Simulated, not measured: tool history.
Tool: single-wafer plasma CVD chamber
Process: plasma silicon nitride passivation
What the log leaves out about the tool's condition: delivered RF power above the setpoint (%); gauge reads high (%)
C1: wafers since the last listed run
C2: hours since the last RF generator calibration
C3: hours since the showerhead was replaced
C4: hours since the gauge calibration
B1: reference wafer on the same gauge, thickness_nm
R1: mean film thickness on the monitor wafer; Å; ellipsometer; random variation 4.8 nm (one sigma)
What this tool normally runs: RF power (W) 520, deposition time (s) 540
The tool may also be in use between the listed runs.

Run 1, day 0.000: usual settings; C1 0; C2 1270.8; C3 6233.7; C4 150.0; B1 833.304. Result: R1 8362.42 Å.
Run 2, day 0.475: usual settings but RF power (W) 445, deposition time (s) 461; C1 55; C2 1282.2; C3 6245.1; C4 161.4; B1 832.829. Result: R1 6908.45 Å.
Run 3, day 0.875: usual settings but RF power (W) 445, deposition time (s) 461; C1 46; C2 1291.8; C3 6254.7; C4 171.0; B1 833.661. Result: R1 6933.46 Å.
Run 4, day 1.467: usual settings but RF power (W) 445, deposition time (s) 461; C1 69; C2 1306.0; C3 6268.9; C4 185.2; B1 830.226. Result: R1 6916.73 Å.
Run 5, day 1.871: usual settings; C1 47; C2 1315.7; C3 6278.6; C4 194.9; B1 830.955. Result: R1 8390.37 Å.
Run 6, day 2.396: usual settings; C1 61; C2 1328.3; C3 6291.2; C4 207.5; B1 831.715. Result: R1 8324.40 Å.
Run 7, day 2.921: usual settings; C1 61; C2 1340.9; C3 6303.8; C4 220.1; B1 833.330. Result: R1 8406.10 Å.
Run 8, day 3.496: usual settings but deposition time (s) 565; C1 67; C2 1354.7; C3 6317.6; C4 233.9; B1 833.901. Result: R1 8777.19 Å.
Run 9, day 3.792: usual settings; C1 34; C2 1361.8; C3 6324.7; C4 241.0; B1 833.371. Result: R1 8453.26 Å.
At day 4.462: showerhead replaced.
Run 10, day 4.483: usual settings but RF power (W) 600, deposition time (s) 573; C1 42; C2 1378.4; C3 0.5; C4 257.6; B1 834.141. Result: R1 9183.58 Å.
Run 11, day 4.738: usual settings but RF power (W) 600, deposition time (s) 573; C1 29; C2 1384.5; C3 6.6; C4 263.7; B1 832.279. Result: R1 9192.21 Å.
Run 12, day 5.067: usual settings but deposition time (s) 588; C1 38; C2 1392.4; C3 14.5; C4 271.6; B1 830.840. Result: R1 9094.90 Å.
Run 13, day 5.321: usual settings but deposition time (s) 588; C1 29; C2 1398.5; C3 20.6; C4 277.7; B1 831.927. Result: R1 9189.45 Å.
Run 14, day 5.708: usual settings but RF power (W) 465, deposition time (s) 500; C1 45; C2 1407.8; C3 29.9; C4 287.0; B1 833.853. Result: R1 7682.97 Å.
Run 15, day 6.229: usual settings; C1 61; C2 1420.3; C3 42.4; C4 299.5; B1 834.950. Result: R1 8416.40 Å.
Run 16, day 6.508: usual settings but deposition time (s) 632; C1 32; C2 1427.0; C3 49.1; C4 306.2; B1 832.275. Result: R1 9721.75 Å.
Run 17, day 7.254: usual settings but deposition time (s) 610; C1 87; C2 1444.9; C3 67.0; C4 324.1; B1 831.832. Result: R1 9456.39 Å.
At day 7.850: RF generator calibrated.
Run 18, day 7.946: usual settings but RF power (W) 465, deposition time (s) 499; C1 42; C2 2.3; C3 83.6; C4 340.7; B1 833.812. Result: R1 7610.70 Å.
Run 19, day 8.633: usual settings; C1 80; C2 18.8; C3 100.1; C4 357.2; B1 832.514. Result: R1 8404.81 Å.
Run 20, day 9.188: usual settings; C1 65; C2 32.1; C3 113.4; C4 370.5; B1 834.516. Result: R1 8427.98 Å.
At day 9.483: gauge calibrated.
Run 21, day 9.533: usual settings; C1 40; C2 40.4; C3 121.7; C4 1.2; B1 833.689. Result: R1 8409.34 Å.
Run 22, day 10.208: usual settings but RF power (W) 600; C1 79; C2 56.6; C3 137.9; C4 17.4; B1 832.414. Result: R1 8557.55 Å.
Run 23, day 10.879: usual settings but RF power (W) 480, deposition time (s) 580; C1 78; C2 72.7; C3 154.0; C4 33.5; B1 833.455. Result: R1 8932.87 Å.
Run 24, day 11.412: usual settings; C1 62; C2 85.5; C3 166.8; C4 46.3; B1 833.818. Result: R1 8430.25 Å.
Run 25, day 12.108: usual settings but RF power (W) 445, deposition time (s) 461; C1 81; C2 102.2; C3 183.5; C4 63.0; B1 831.838. Result: R1 6954.07 Å.
Run 26, day 12.608: usual settings but RF power (W) 455, deposition time (s) 636; C1 58; C2 114.2; C3 195.5; C4 75.0; B1 834.270. Result: R1 9647.25 Å.
Run 27, day 14.725: usual settings but deposition time (s) 499; C1 248; C2 165.0; C3 246.3; C4 125.8; B1 834.510. Result: R1 7764.85 Å.

Describe how what the log doesn't record of the tool's condition differs between the last listed run preceding each entry between runs and the first listed run following it.
Logged between run 9 and run 10: showerhead replaced (day 4.462)
  no difference in the tool's unlogged condition between these two runs
Logged between run 17 and run 18: RF generator calibrated (day 7.850)
  no difference in the tool's unlogged condition between these two runs
Logged between run 20 and run 21: gauge calibrated (day 9.483)
  no difference in the tool's unlogged condition between these two runs
